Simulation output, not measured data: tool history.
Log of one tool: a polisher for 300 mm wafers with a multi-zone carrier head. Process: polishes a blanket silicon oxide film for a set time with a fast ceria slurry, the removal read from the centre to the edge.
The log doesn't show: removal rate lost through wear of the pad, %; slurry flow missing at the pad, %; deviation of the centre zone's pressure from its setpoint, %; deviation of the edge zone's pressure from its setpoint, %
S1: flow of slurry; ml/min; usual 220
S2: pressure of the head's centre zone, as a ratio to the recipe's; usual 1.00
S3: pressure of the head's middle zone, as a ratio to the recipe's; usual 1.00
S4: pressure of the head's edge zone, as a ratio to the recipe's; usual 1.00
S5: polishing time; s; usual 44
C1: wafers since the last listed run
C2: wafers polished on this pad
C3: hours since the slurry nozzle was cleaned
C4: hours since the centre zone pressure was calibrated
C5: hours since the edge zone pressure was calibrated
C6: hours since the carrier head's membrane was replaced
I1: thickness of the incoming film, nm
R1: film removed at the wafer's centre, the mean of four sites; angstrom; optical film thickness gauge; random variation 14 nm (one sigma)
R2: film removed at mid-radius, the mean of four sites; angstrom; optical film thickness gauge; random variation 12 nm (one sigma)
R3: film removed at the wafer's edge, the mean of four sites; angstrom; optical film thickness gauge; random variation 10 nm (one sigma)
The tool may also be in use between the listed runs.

| run | hour | S1 | S2 | S3 | S4 | S5 | C1 | C2 | C3 | C4 | C5 | C6 | I1 | R1 | R2 | R3 |
|---|---|---|---|---|---|---|---|---|---|---|---|---|---|---|---|---|
| 1 | 0.0 | 165 | 1.00 | 1.00 | 1.00 | 44 | 0 | 808 | 164.4 | 275.7 | 361.3 | 632.3 | 2509.9 | 8326 | 8112 | 8615 |
| 2 | 15.2 | 165 | 1.00 | 1.00 | 1.00 | 44 | 235 | 1044 | 179.6 | 290.9 | 376.5 | 647.5 | 2551.4 | 8607 | 8071 | 8596 |
| 3 | 28.3 | 220 | 0.97 | 1.00 | 1.00 | 44 | 203 | 1247 | 192.7 | 304.0 | 389.6 | 660.6 | 2533.2 | 8890 | 8799 | 8964 |
|  | 37.4 | worn pad replaced by a new one |
| 4 | 44.4 | 220 | 0.97 | 1.00 | 1.00 | 44 | 187 | 109 | 208.8 | 320.1 | 405.7 | 676.7 | 2544.6 | 9198 | 8921 | 9077 |
| 5 | 61.5 | 220 | 0.97 | 1.00 | 1.00 | 44 | 265 | 374 | 225.9 | 337.2 | 422.8 | 693.8 | 2501.0 | 8804 | 8560 | 8940 |
| 6 | 75.8 | 220 | 1.00 | 1.00 | 1.00 | 44 | 221 | 596 | 240.2 | 351.5 | 437.1 | 708.1 | 2512.1 | 9193 | 8808 | 8793 |
| 7 | 84.6 | 220 | 1.00 | 1.00 | 1.00 | 44 | 136 | 733 | 249.0 | 360.3 | 445.9 | 716.9 | 2497.6 | 9125 | 8620 | 8929 |
|  | 91.1 | edge zone pressure recalibrated |
| 8 | 92.7 | 290 | 0.97 | 1.00 | 0.92 | 56 | 94 | 827 | 257.1 | 368.4 | 1.6 | 725.0 | 2505.7 | 11930 | 11562 | 11407 |
| 9 | 105.1 | 220 | 1.00 | 1.00 | 1.00 | 44 | 192 | 1020 | 269.5 | 380.8 | 14.0 | 737.4 | 2517.6 | 9269 | 8768 | 8890 |
|  | 120.7 | carrier head's membrane replaced by a new one |
|  | 123.9 | worn pad replaced by a new one |
| 10 | 156.5 | 220 | 1.00 | 1.00 | 1.00 | 44 | 670 | 505 | 320.9 | 432.2 | 65.4 | 35.8 | 2500.7 | 9411 | 8843 | 8769 |
| 11 | 170.9 | 220 | 1.00 | 1.00 | 1.00 | 44 | 223 | 729 | 335.3 | 446.6 | 79.8 | 50.2 | 2555.0 | 9478 | 8407 | 8649 |
| 12 | 180.9 | 265 | 1.00 | 1.00 | 1.00 | 44 | 155 | 884 | 345.3 | 456.6 | 89.8 | 60.2 | 2512.4 | 9681 | 9019 | 9033 |
| 13 | 190.7 | 220 | 0.92 | 1.00 | 0.92 | 44 | 152 | 1036 | 355.1 | 466.4 | 99.6 | 70.0 | 2500.2 | 8708 | 8522 | 8466 |
|  | 194.6 | slurry nozzle cleaned |
| 14 | 203.3 | 250 | 1.00 | 1.00 | 1.00 | 39 | 180 | 1216 | 8.7 | 479.0 | 112.2 | 82.6 | 2513.5 | 9418 | 8569 | 8336 |
|  | 212.1 | worn pad replaced by a new one |
| 15 | 212.6 | 270 | 0.93 | 1.00 | 1.00 | 50 | 82 | 7 | 18.0 | 488.3 | 121.5 | 91.9 | 2528.6 | 11489 | 10852 | 10905 |
| 16 | 223.0 | 165 | 1.00 | 1.00 | 0.90 | 49 | 161 | 169 | 28.4 | 498.7 | 131.9 | 102.3 | 2471.5 | 10841 | 9736 | 9419 |
|  | 225.3 | centre zone pressure recalibrated |
| 17 | 238.5 | 220 | 0.97 | 1.00 | 1.00 | 44 | 209 | 378 | 43.9 | 13.2 | 147.4 | 117.8 | 2513.3 | 8824 | 9111 | 9250 |
| 18 | 271.5 | 220 | 1.00 | 1.00 | 1.00 | 44 | 512 | 890 | 76.9 | 46.2 | 180.4 | 150.8 | 2493.2 | 8782 | 9048 | 9031 |
| 19 | 286.5 | 220 | 1.00 | 1.08 | 1.11 | 54 | 232 | 1123 | 91.9 | 61.2 | 195.4 | 165.8 | 2502.8 | 11026 | 11679 | 11836 |
| 20 | 295.4 | 220 | 1.00 | 1.00 | 1.00 | 44 | 138 | 1261 | 100.8 | 70.1 | 204.3 | 174.7 | 2513.5 | 8588 | 8822 | 9124 |
|  | 307.5 | worn pad replaced by a new one |
| 21 | 308.0 | 250 | 1.00 | 1.08 | 1.00 | 44 | 133 | 7 | 113.4 | 82.7 | 216.9 | 187.3 | 2486.0 | 8963 | 9836 | 9287 |
| 22 | 327.7 | 255 | 1.10 | 1.00 | 1.10 | 36 | 305 | 313 | 133.1 | 102.4 | 236.6 | 207.0 | 2464.6 | 8262 | 7341 | 7971 |
| 23 | 337.1 | 220 | 1.00 | 1.00 | 1.00 | 44 | 145 | 459 | 142.5 | 111.8 | 246.0 | 216.4 | 2529.3 | 8569 | 8989 | 8859 |

Forecast each of these 3 alternatives for the next run:
| A | 337.5 | 220 | 0.94 | 1.00 | 1.00 | 44 | 6 | 465 | 142.9 | 112.2 | 246.4 | 216.8 | 2531.9 | ? | ? | ? |
| B | 337.5 | 220 | 1.00 | 0.95 | 0.96 | 33 | 6 | 465 | 142.9 | 112.2 | 246.4 | 216.8 | 2531.9 | ? | ? | ? |
| C | 337.5 | 220 | 1.06 | 1.00 | 1.00 | 52 | 6 | 465 | 142.9 | 112.2 | 246.4 | 216.8 | 2531.9 | ? | ? | ? |

| run | R1 | R2 | R3 |
|---|---|---|---|
| A | 8101 | 8585 | 9130 |
| B | 6465 | 6219 | 6729 |
| C | 10807 | 10139 | 10790 |
Without the tool's hidden state the same runs would have given:
| run | R1 | R2 | R3 |
|---|---|---|---|
| A | 8937 | 9288 | 9668 |
| B | 7132 | 6728 | 7125 |
| C | 11921 | 10969 | 11426 |
